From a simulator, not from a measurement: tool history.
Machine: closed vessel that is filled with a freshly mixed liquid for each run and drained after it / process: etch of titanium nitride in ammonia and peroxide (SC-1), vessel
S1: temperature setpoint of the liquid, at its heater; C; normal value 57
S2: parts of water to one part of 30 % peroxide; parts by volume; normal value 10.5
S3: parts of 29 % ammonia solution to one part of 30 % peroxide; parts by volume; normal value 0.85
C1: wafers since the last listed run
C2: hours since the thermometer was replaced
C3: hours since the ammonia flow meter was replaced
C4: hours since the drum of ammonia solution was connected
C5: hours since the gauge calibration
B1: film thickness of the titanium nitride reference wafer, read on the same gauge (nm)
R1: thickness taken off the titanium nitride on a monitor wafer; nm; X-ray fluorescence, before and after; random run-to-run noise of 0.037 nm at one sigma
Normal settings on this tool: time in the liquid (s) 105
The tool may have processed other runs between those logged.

run 1 hour=0 | S1=57 S2=10.5 S3=1 time_in_the_liquid_(s)=105 | C1=0 C2=483.8 C3=8.7 C4=111.8 C5=150.6 | B1=109.99 | R1=6.61
run 2 hour=14.3 | S1=57 S2=10.5 S3=0.85 time_in_the_liquid_(s)=90 | C1=1768 C2=498.1 C3=23 C4=126.1 C5=164.9 | B1=110.01 | R1=5.54
run 3 hour=22.6 | S1=57 S2=10.5 S3=0.85 time_in_the_liquid_(s)=90 | C1=1026 C2=506.4 C3=31.3 C4=134.4 C5=173.2 | B1=109.99 | R1=5.53
run 4 hour=36.2 | S1=57 S2=10.5 S3=0.85 time_in_the_liquid_(s)=105 | C1=1681 C2=520 C3=44.9 C4=148 C5=186.8 | B1=109.98 | R1=6.44
run 5 hour=54.2 | S1=57 S2=10.5 S3=0.85 time_in_the_liquid_(s)=105 | C1=2225 C2=538 C3=62.9 C4=166 C5=204.8 | B1=110.01 | R1=6.35
run 6 hour=68.3 | S1=60.5 S2=10.5 S3=0.85 time_in_the_liquid_(s)=150 | C1=1743 C2=552.1 C3=77 C4=180.1 C5=218.9 | B1=110 | R1=11.57
run 7 hour=82.1 | S1=51 S2=12.5 S3=0.85 time_in_the_liquid_(s)=160 | C1=1706 C2=565.9 C3=90.8 C4=193.9 C5=232.7 | B1=110.01 | R1=5.95
run 8 hour=89.7 | S1=50.5 S2=10.5 S3=0.85 time_in_the_liquid_(s)=165 | C1=939 C2=573.5 C3=98.4 C4=201.5 C5=240.3 | B1=110 | R1=6.49
run 9 hour=106.5 | S1=53.5 S2=15.5 S3=0.85 time_in_the_liquid_(s)=105 | C1=2077 C2=590.3 C3=115.2 C4=218.3 C5=257.1 | B1=110.02 | R1=4.13
run 10 hour=122 | S1=57 S2=10.5 S3=0.85 time_in_the_liquid_(s)=50 | C1=1916 C2=605.8 C3=130.7 C4=233.8 C5=272.6 | B1=110.01 | R1=3.06
run 11 hour=131.2 | S1=57 S2=12.5 S3=0.85 time_in_the_liquid_(s)=65 | C1=1137 C2=615 C3=139.9 C4=243 C5=281.8 | B1=109.97 | R1=3.61
run 12 hour=143.2 | S1=57 S2=10.5 S3=0.85 time_in_the_liquid_(s)=105 | C1=1483 C2=627 C3=151.9 C4=255 C5=293.8 | B1=110.01 | R1=6.45
-- hour=155.1 gauge calibrated
run 13 hour=159.8 | S1=52 S2=6.5 S3=0.55 time_in_the_liquid_(s)=160 | C1=2052 C2=643.6 C3=168.5 C4=271.6 C5=4.7 | B1=110 | R1=8.23
run 14 hour=172.5 | S1=57 S2=14.5 S3=0.85 time_in_the_liquid_(s)=105 | C1=1570 C2=656.3 C3=181.2 C4=284.3 C5=17.4 | B1=110.01 | R1=5.4
run 15 hour=182.7 | S1=57 S2=10.5 S3=0.85 time_in_the_liquid_(s)=105 | C1=1261 C2=666.5 C3=191.4 C4=294.5 C5=27.6 | B1=109.97 | R1=6.42
-- hour=189.6 new drum of ammonia solution connected
run 16 hour=199.3 | S1=57 S2=8.5 S3=0.85 time_in_the_liquid_(s)=105 | C1=1928 C2=683.1 C3=208 C4=9.7 C5=44.2 | B1=109.99 | R1=7.22
run 17 hour=208.2 | S1=61.5 S2=10.5 S3=0.5 time_in_the_liquid_(s)=55 | C1=1100 C2=692 C3=216.9 C4=18.6 C5=53.1 | B1=110.01 | R1=4.17
run 18 hour=223.2 | S1=57 S2=10.5 S3=0.85 time_in_the_liquid_(s)=85 | C1=1854 C2=707 C3=231.9 C4=33.6 C5=68.1 | B1=109.99 | R1=5.28
run 19 hour=237.2 | S1=57 S2=10.5 S3=0.85 time_in_the_liquid_(s)=105 | C1=1731 C2=721 C3=245.9 C4=47.6 C5=82.1 | B1=110.01 | R1=6.45
-- hour=241 thermometer replaced
run 20 hour=245 | S1=53 S2=7 S3=1 time_in_the_liquid_(s)=165 | C1=840 C2=4 C3=253.7 C4=55.4 C5=89.9 | B1=109.99 | R1=9.66
run 21 hour=254.5 | S1=57 S2=10.5 S3=0.85 time_in_the_liquid_(s)=50 | C1=1174 C2=13.5 C3=263.2 C4=64.9 C5=99.4 | B1=109.99 | R1=3.09
run 22 hour=271 | S1=57 S2=6.5 S3=0.85 time_in_the_liquid_(s)=105 | C1=2040 C2=30 C3=279.7 C4=81.4 C5=115.9 | B1=110 | R1=8.25
run 23 hour=285.2 | S1=57 S2=10.5 S3=0.85 time_in_the_liquid_(s)=105 | C1=1755 C2=44.2 C3=293.9 C4=95.6 C5=130.1 | B1=110.01 | R1=6.43
run 24 hour=338.1 | S1=53 S2=10.5 S3=0.85 time_in_the_liquid_(s)=105 | C1=6541 C2=97.1 C3=346.8 C4=148.5 C5=183 | B1=109.97 | R1=4.96
run 25 hour=348.5 | S1=62.5 S2=6.5 S3=0.85 time_in_the_liquid_(s)=105 | C1=1285 C2=107.5 C3=357.2 C4=158.9 C5=193.4 | B1=109.99 | R1=11.69
run 26 hour=363 | S1=64 S2=12 S3=0.85 time_in_the_liquid_(s)=45 | C1=1792 C2=122 C3=371.7 C4=173.4 C5=207.9 | B1=110 | R1=4.05
run 27 hour=379 | S1=51 S2=10.5 S3=0.65 time_in_the_liquid_(s)=105 | C1=1978 C2=138 C3=387.7 C4=189.4 C5=223.9 | B1=109.99 | R1=4.1

For run 28, what comes out?
run 28 hour=395.5 | S1=57 S2=14.5 S3=0.85 time_in_the_liquid_(s)=165 | C1=2040 C2=154.5 C3=404.2 C4=205.9 C5=240.4 | B1=? | R1=?

B1: 110.01
R1: 8.55 nm
Had the tool carried no hidden state, the very same run would have given R1 8.68 nm.
